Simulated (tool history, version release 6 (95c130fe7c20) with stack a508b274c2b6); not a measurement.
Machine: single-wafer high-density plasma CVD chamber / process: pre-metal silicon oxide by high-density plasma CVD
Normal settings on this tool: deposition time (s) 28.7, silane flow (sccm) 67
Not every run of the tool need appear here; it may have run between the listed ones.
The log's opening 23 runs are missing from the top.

run      day  deposition time (s)  silane flow (sccm)  wafers since the last listed run  hours since the silane flow controller was replaced  hours since the gauge calibration  read-back reference wafer on the same gauge, thickness_nm  mean film thickness on the monitor wafer (nm)
 24   78.300                 28.7                  67                              2547                                               1035.1                              298.8                                                    202.047                                        188.848
 25   81.062                 33.6                  74                              2242                                               1101.4                              365.1                                                    201.845                                        241.919
 26   84.988                 23.9                  67                              3186                                               1195.6                              459.3                                                    202.074                                        155.750
 27   88.683                 32.3                  60                              3000                                               1284.3                              548.0                                                    202.105                                        190.438
 28   90.567                 26.7                  62                              1529                                               1329.5                              593.2                                                    201.898                                        161.615
 29   92.358                 32.3                  54                              1454                                               1372.5                              636.2                                                    201.841                                        174.178
 30   94.321                 26.9                  55                              1593                                               1419.6                              683.3                                                    201.899                                        147.463
 31   98.512                 23.6                  67                              3403                                               1520.2                              783.9                                                    201.883                                        152.622
 32  102.488                 34.0                  77                              3227                                               1615.6                              879.3                                                    201.983                                        249.734
 33  105.762                 33.3                  78                              2659                                               1694.2                              957.9                                                    202.246                                        249.206
     106.600  -- silane flow controller replaced
 34  108.608                 33.5                  75                              2040                                                 48.2                             1026.2                                                    201.699                                        246.730
 35  110.125                 28.7                  67                              1231                                                 84.6                             1062.6                                                    201.987                                        191.800

Branching from run 35: 4 alternative next runs. What would each branch give?
  A  110.142                 24.7                  67                                13                                                 85.0                             1063.0                                                          ?                                              ?
  B  110.142                 28.7                  77                                13                                                 85.0                             1063.0                                                          ?                                              ?
  C  110.142                 32.6                  78                                13                                                 85.0                             1063.0                                                          ?                                              ?
  D  110.142                 31.6                  57                                13                                                 85.0                             1063.0                                                          ?                                              ?

run  read-back reference wafer on the same gauge, thickness_nm  mean film thickness on the monitor wafer (nm)
  A                                                    201.788                                        163.194
  B                                                    201.788                                        215.091
  C                                                    201.788                                        247.213
  D                                                    201.788                                        180.741
Without the tool's unlogged condition, the same runs would have read:
run  mean film thickness on the monitor wafer (nm)
  A                                        163.049
  B                                        214.900
  C                                        246.993
  D                                        180.580

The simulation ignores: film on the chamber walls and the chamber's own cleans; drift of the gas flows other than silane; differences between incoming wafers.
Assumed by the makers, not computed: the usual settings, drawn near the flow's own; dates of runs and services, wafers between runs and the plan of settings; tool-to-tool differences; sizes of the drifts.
